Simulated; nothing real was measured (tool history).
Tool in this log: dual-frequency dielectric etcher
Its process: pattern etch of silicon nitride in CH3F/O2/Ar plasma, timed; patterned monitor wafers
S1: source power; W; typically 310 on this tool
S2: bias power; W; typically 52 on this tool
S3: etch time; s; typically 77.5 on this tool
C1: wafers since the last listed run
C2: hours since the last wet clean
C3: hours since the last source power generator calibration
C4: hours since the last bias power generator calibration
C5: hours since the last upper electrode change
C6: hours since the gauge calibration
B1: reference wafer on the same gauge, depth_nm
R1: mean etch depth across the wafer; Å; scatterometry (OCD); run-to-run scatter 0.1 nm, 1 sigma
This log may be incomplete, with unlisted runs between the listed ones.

run     day   S1  S2    S3   C1     C2      C3      C4      C5     C6     B1     R1
  1       0  310  44  77.5    0   74.2  3711.4  1659.2    4274   29.7  37.61  430.9
  2   0.712  310  52  77.5  225   91.3  3728.5  1676.3  4291.1   46.8   37.6  443.7
  3   1.725  310  52  77.5  320  115.6  3752.8  1700.6  4315.4   71.1  37.59  446.5
  4   2.771  310  52  77.5  330  140.7  3777.9  1725.7  4340.5   96.2  37.55  444.3
  5   5.008  310  52  77.5  707  194.4  3831.6  1779.4  4394.2  149.9  37.64  445.6
       5.65  -- source power generator calibrated
  6   5.671  310  57  77.5  156  210.3     0.5  1795.3  4410.1  165.8  37.56  449.9
  7     6.2  310  57  77.5  167    223    13.2    1808  4422.8  178.5  37.59  452.1
  8   7.104  310  52  77.5  286  244.7    34.9  1829.7  4444.5  200.2  37.57  446.7
      7.521  -- bias power generator calibrated
  9   8.529  310  52  77.5  398  278.9    69.1    24.2  4478.7  234.4  37.54  443.4
 10   9.104  390  40  94.5  181  292.7    82.9      38  4492.5  248.2  37.64  574.2
 11  10.317  340  64  77.5  383  321.8     112    67.1  4521.6  277.3  37.66  479.6
       10.7  -- gauge calibrated
 12  11.192  310  52  77.5  276  342.8     133    88.1  4542.6   11.8  37.62  443.3
 13  11.825  280  62  96.5  200    358   148.2   103.3  4557.8     27  37.63  545.2
     12.858  -- upper electrode replaced
     13.771  -- wet clean of the chamber
 14  13.792  360  52    58   17    0.5   195.4   150.5    22.4   74.2  37.56  353.7
 15  14.525  310  52  77.5  232   18.1     213   168.1      40   91.8  37.66    444
 16    15.7  310  52  77.5  371   46.3   241.2   196.3    68.2    120   37.6    446
 17  17.196  340  59    91  473   82.2   277.1   232.2   104.1  155.9  37.62  555.2
 18  17.817  350  52    87  196   97.1     292   247.1     119  170.8  37.57  526.2

What differs in the tool's unlogged condition from the final listed run ahead of each entry between runs to the first listed run following it?
Logged between run 5 and run 6: source power generator calibrated (day 5.65)
  the hidden state is the same at both runs
Logged between run 8 and run 9: bias power generator calibrated (day 7.521)
  the hidden state is the same at both runs
Logged between run 11 and run 12: gauge calibrated (day 10.7)
  the hidden state is the same at both runs
Logged between run 13 and run 14: upper electrode replaced (day 12.858); wet clean of the chamber (day 13.771)
  the hidden state is the same at both runs

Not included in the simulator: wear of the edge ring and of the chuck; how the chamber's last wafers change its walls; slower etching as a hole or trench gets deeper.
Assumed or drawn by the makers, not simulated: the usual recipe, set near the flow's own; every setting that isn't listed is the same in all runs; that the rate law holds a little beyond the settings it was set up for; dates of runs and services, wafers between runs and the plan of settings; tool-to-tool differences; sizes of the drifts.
